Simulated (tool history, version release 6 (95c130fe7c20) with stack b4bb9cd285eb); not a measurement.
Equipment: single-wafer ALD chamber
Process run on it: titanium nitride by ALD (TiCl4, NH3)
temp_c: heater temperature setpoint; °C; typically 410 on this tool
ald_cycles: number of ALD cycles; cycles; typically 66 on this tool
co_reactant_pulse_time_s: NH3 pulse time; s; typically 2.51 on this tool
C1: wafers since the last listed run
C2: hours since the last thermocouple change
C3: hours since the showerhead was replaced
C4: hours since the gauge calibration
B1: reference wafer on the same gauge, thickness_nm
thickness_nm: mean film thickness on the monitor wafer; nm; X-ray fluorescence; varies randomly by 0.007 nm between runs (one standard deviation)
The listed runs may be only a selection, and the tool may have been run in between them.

{"run": 1, "hour": 0.0, "temp_c": 410, "ald_cycles": 66, "co_reactant_pulse_time_s": 2.51, "C1": 0, "C2": 1302.0, "C3": 6184.9, "C4": 2339.1, "B1": 1.31, "thickness_nm": 1.474}
{"run": 2, "hour": 47.6, "temp_c": 410, "ald_cycles": 66, "co_reactant_pulse_time_s": 2.74, "C1": 224, "C2": 1349.6, "C3": 6232.5, "C4": 2386.7, "B1": 1.31, "thickness_nm": 1.472}
{"run": 3, "hour": 135.7, "temp_c": 410, "ald_cycles": 66, "co_reactant_pulse_time_s": 2.74, "C1": 414, "C2": 1437.7, "C3": 6320.6, "C4": 2474.8, "B1": 1.308, "thickness_nm": 1.488}
{"run": 4, "hour": 191.3, "temp_c": 410, "ald_cycles": 66, "co_reactant_pulse_time_s": 2.74, "C1": 261, "C2": 1493.3, "C3": 6376.2, "C4": 2530.4, "B1": 1.309, "thickness_nm": 1.487}
{"run": 5, "hour": 286.6, "temp_c": 410, "ald_cycles": 66, "co_reactant_pulse_time_s": 2.51, "C1": 448, "C2": 1588.6, "C3": 6471.5, "C4": 2625.7, "B1": 1.31, "thickness_nm": 1.476}
{"run": 6, "hour": 346.3, "temp_c": 410, "ald_cycles": 66, "co_reactant_pulse_time_s": 2.51, "C1": 281, "C2": 1648.3, "C3": 6531.2, "C4": 2685.4, "B1": 1.308, "thickness_nm": 1.472}
{"run": 7, "hour": 421.2, "temp_c": 414, "ald_cycles": 66, "co_reactant_pulse_time_s": 2.51, "C1": 352, "C2": 1723.2, "C3": 6606.1, "C4": 2760.3, "B1": 1.312, "thickness_nm": 1.479}
{"run": 8, "hour": 468.1, "temp_c": 414, "ald_cycles": 66, "co_reactant_pulse_time_s": 2.51, "C1": 220, "C2": 1770.1, "C3": 6653.0, "C4": 2807.2, "B1": 1.311, "thickness_nm": 1.482}
{"run": 9, "hour": 521.8, "temp_c": 410, "ald_cycles": 66, "co_reactant_pulse_time_s": 2.51, "C1": 252, "C2": 1823.8, "C3": 6706.7, "C4": 2860.9, "B1": 1.31, "thickness_nm": 1.474}
{"hour": 577.6, "done": "thermocouple changed; heater temperature recalibrated"}
{"run": 10, "hour": 585.8, "temp_c": 410, "ald_cycles": 66, "co_reactant_pulse_time_s": 2.51, "C1": 263, "C2": 8.2, "C3": 6770.7, "C4": 2924.9, "B1": 1.31, "thickness_nm": 1.463}
{"run": 11, "hour": 626.7, "temp_c": 410, "ald_cycles": 66, "co_reactant_pulse_time_s": 2.51, "C1": 192, "C2": 49.1, "C3": 6811.6, "C4": 2965.8, "B1": 1.31, "thickness_nm": 1.466}
{"run": 12, "hour": 927.8, "temp_c": 410, "ald_cycles": 66, "co_reactant_pulse_time_s": 2.51, "C1": 1418, "C2": 350.2, "C3": 7112.7, "C4": 3266.9, "B1": 1.31, "thickness_nm": 1.474}
{"run": 13, "hour": 1143.2, "temp_c": 410, "ald_cycles": 66, "co_reactant_pulse_time_s": 2.51, "C1": 1014, "C2": 565.6, "C3": 7328.1, "C4": 3482.3, "B1": 1.309, "thickness_nm": 1.463}
{"hour": 1195.2, "done": "gauge calibrated"}
{"run": 14, "hour": 1259.1, "temp_c": 410, "ald_cycles": 66, "co_reactant_pulse_time_s": 2.51, "C1": 545, "C2": 681.5, "C3": 7444.0, "C4": 63.9, "B1": 1.311, "thickness_nm": 1.48}
{"run": 15, "hour": 1356.5, "temp_c": 410, "ald_cycles": 66, "co_reactant_pulse_time_s": 2.51, "C1": 458, "C2": 778.9, "C3": 7541.4, "C4": 161.3, "B1": 1.311, "thickness_nm": 1.47}
{"run": 16, "hour": 1411.4, "temp_c": 423, "ald_cycles": 75, "co_reactant_pulse_time_s": 2.13, "C1": 258, "C2": 833.8, "C3": 7596.3, "C4": 216.2, "B1": 1.309, "thickness_nm": 1.67}
{"run": 17, "hour": 1487.5, "temp_c": 416, "ald_cycles": 77, "co_reactant_pulse_time_s": 2.51, "C1": 358, "C2": 909.9, "C3": 7672.4, "C4": 292.3, "B1": 1.309, "thickness_nm": 1.72}

Forecast run 18:
{"run": 18, "hour": 1533.8, "temp_c": 410, "ald_cycles": 72, "co_reactant_pulse_time_s": 2.51, "C1": 218, "C2": 956.2, "C3": 7718.7, "C4": 338.6, "B1": "?", "thickness_nm": "?"}

B1: 1.310
thickness_nm: 1.608 nm
With the hidden condition absent and the run-to-run variation left alone, this run would have shown thickness_nm 1.608 nm.

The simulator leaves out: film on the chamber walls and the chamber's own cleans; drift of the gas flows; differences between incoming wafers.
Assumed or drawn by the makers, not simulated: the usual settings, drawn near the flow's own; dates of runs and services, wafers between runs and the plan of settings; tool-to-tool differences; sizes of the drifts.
